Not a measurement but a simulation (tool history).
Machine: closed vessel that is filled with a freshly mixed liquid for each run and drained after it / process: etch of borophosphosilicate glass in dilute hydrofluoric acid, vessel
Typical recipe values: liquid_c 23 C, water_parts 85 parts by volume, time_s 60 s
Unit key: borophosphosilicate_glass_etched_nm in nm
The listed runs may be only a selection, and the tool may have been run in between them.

run   hour  liquid_c  water_parts  time_s  wafers since the last listed run  hours since the thermometer was replaced  hours since the hydrofluoric acid flow meter was replaced  hours since the gauge calibration  read-back film thickness of the borophosphosilicate glass reference wafer, read on the same gauge (nm)  borophosphosilicate_glass_etched_nm
  1    0.0        20           85      60                                 0                                      73.5                                                      377.6                              329.8                                                                                                   40.04                                39.49
  2   24.2        20           85      60                              1795                                      97.7                                                      401.8                              354.0                                                                                                   39.97                                39.58
  3   56.0        23           85      60                              2359                                     129.5                                                      433.6                              385.8                                                                                                   39.97                                45.41
      78.6  -- gauge calibrated
  4   90.2        23           85      60                              2538                                     163.7                                                      467.8                               11.6                                                                                                   40.02                                44.60
  5  119.0        23           85      60                              2137                                     192.5                                                      496.6                               40.4                                                                                                   40.04                                44.95
  6  153.5        23           85      60                              2560                                     227.0                                                      531.1                               74.9                                                                                                   40.03                                45.21
  7  169.4        23           55      60                              1179                                     242.9                                                      547.0                               90.8                                                                                                   40.02                                72.75
  8  194.8        23           85      60                              1884                                     268.3                                                      572.4                              116.2                                                                                                   40.00                                45.16
  9  230.0        23           85      60                              2612                                     303.5                                                      607.6                              151.4                                                                                                   40.01                                45.67
 10  257.1        23           85      45                              2011                                     330.6                                                      634.7                              178.5                                                                                                   40.01                                33.92
 11  281.6        23           85      45                              1818                                     355.1                                                      659.2                              203.0                                                                                                   40.01                                33.91
 12  302.0        23           60      75                              1513                                     375.5                                                      679.6                              223.4                                                                                                   39.99                                82.96
     305.4  -- hydrofluoric acid flow meter replaced
 13  327.8        23           85      30                              1840                                     401.3                                                       22.4                              249.2                                                                                                   40.04                                22.91
 14  362.6        23           85      30                              2582                                     436.1                                                       57.2                              284.0                                                                                                   40.02                                22.91

For run 15, what comes out?
 15  377.7        25          100      30                              1120                                     451.2                                                       72.3                              299.1                                                                                                       ?                                    ?

read-back film thickness of the borophosphosilicate glass reference wafer, read on the same gauge (nm): 40.00
borophosphosilicate_glass_etched_nm: 20.70 nm
Take away the tool's hidden state, keep the run-to-run variation as it was, and the same run would have given borophosphosilicate_glass_etched_nm 20.23 nm.

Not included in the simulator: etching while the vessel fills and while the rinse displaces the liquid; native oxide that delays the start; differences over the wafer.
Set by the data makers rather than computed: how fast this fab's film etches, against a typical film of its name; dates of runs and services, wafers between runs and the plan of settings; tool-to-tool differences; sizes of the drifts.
